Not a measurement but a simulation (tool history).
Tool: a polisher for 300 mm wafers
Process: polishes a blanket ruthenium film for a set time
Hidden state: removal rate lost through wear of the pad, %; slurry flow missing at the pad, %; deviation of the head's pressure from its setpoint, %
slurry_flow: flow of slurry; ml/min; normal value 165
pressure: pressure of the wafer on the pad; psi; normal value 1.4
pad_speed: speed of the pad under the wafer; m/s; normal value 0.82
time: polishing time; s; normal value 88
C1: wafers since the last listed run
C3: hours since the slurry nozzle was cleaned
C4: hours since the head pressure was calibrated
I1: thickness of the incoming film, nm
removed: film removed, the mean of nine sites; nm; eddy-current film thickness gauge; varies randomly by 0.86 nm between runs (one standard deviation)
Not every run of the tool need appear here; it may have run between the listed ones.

{"run": 1, "hour": 0.0, "slurry_flow": 165, "pressure": 1.4, "pad_speed": 0.82, "time": 88, "C1": 0, "wafers polished on this pad": 571, "C3": 223.4, "C4": 899.7, "I1": 319.8, "removed": 67.8}
{"run": 2, "hour": 8.4, "slurry_flow": 165, "pressure": 1.4, "pad_speed": 0.82, "time": 88, "C1": 70, "wafers polished on this pad": 641, "C3": 231.8, "C4": 908.1, "I1": 317.4, "removed": 68}
{"run": 3, "hour": 24.3, "slurry_flow": 165, "pressure": 1.4, "pad_speed": 0.82, "time": 88, "C1": 133, "wafers polished on this pad": 774, "C3": 247.7, "C4": 924, "I1": 324.7, "removed": 68.8}
{"hour": 39.0, "done": "worn pad replaced by a new one"}
{"run": 4, "hour": 39.5, "slurry_flow": 165, "pressure": 1.4, "pad_speed": 0.6, "time": 88, "C1": 93, "wafers polished on this pad": 3, "C3": 262.9, "C4": 939.2, "I1": 324.9, "removed": 50.3}
{"run": 5, "hour": 43.1, "slurry_flow": 165, "pressure": 1.4, "pad_speed": 0.7, "time": 88, "C1": 30, "wafers polished on this pad": 33, "C3": 266.5, "C4": 942.8, "I1": 323.8, "removed": 58.3}
{"run": 6, "hour": 49.4, "slurry_flow": 165, "pressure": 1.4, "pad_speed": 0.7, "time": 88, "C1": 52, "wafers polished on this pad": 86, "C3": 272.8, "C4": 949.1, "I1": 317.3, "removed": 58.5}
{"run": 7, "hour": 60.5, "slurry_flow": 165, "pressure": 1.4, "pad_speed": 0.7, "time": 88, "C1": 92, "wafers polished on this pad": 179, "C3": 283.9, "C4": 960.2, "I1": 318.8, "removed": 60}
{"run": 8, "hour": 74.5, "slurry_flow": 165, "pressure": 1.7, "pad_speed": 0.82, "time": 88, "C1": 117, "wafers polished on this pad": 296, "C3": 297.9, "C4": 974.2, "I1": 316.6, "removed": 79.1}
{"run": 9, "hour": 91.2, "slurry_flow": 165, "pressure": 1.7, "pad_speed": 0.82, "time": 88, "C1": 139, "wafers polished on this pad": 436, "C3": 314.6, "C4": 990.9, "I1": 318.8, "removed": 76.8}
{"run": 10, "hour": 105.2, "slurry_flow": 165, "pressure": 1.4, "pad_speed": 0.82, "time": 88, "C1": 117, "wafers polished on this pad": 553, "C3": 328.6, "C4": 1004.9, "I1": 314.7, "removed": 67.8}
{"run": 11, "hour": 118.1, "slurry_flow": 165, "pressure": 1.4, "pad_speed": 0.82, "time": 88, "C1": 107, "wafers polished on this pad": 661, "C3": 341.5, "C4": 1017.8, "I1": 317.4, "removed": 68.9}
{"hour": 136.1, "done": "worn pad replaced by a new one"}
{"run": 12, "hour": 136.6, "slurry_flow": 165, "pressure": 1.4, "pad_speed": 0.82, "time": 88, "C1": 121, "wafers polished on this pad": 4, "C3": 360, "C4": 1036.3, "I1": 322.1, "removed": 68.6}
{"run": 13, "hour": 145.7, "slurry_flow": 165, "pressure": 1.4, "pad_speed": 0.82, "time": 88, "C1": 76, "wafers polished on this pad": 80, "C3": 369.1, "C4": 1045.4, "I1": 321.6, "removed": 69.9}
{"run": 14, "hour": 156.8, "slurry_flow": 180, "pressure": 1.4, "pad_speed": 0.82, "time": 59, "C1": 92, "wafers polished on this pad": 173, "C3": 380.2, "C4": 1056.5, "I1": 316.9, "removed": 47.7}
{"hour": 167.7, "done": "slurry nozzle cleaned"}
{"run": 15, "hour": 173.6, "slurry_flow": 140, "pressure": 1.4, "pad_speed": 1, "time": 59, "C1": 132, "wafers polished on this pad": 305, "C3": 5.9, "C4": 1073.3, "I1": 324.7, "removed": 54.6}
{"run": 16, "hour": 186.9, "slurry_flow": 135, "pressure": 1.1, "pad_speed": 0.82, "time": 103, "C1": 111, "wafers polished on this pad": 416, "C3": 19.2, "C4": 1086.6, "I1": 320.1, "removed": 66.2}

Run 17 has not been measured yet. What should we expect?
{"run": 17, "hour": 202.8, "slurry_flow": 225, "pressure": 1.6, "pad_speed": 0.82, "time": 75, "C1": 133, "wafers polished on this pad": 549, "C3": 35.1, "C4": 1102.5, "I1": 323.2, "removed": "?"}

{"run 17": {"removed": 66.1}}
With no hidden state in the tool, this same run would have given removed 66.1 nm.

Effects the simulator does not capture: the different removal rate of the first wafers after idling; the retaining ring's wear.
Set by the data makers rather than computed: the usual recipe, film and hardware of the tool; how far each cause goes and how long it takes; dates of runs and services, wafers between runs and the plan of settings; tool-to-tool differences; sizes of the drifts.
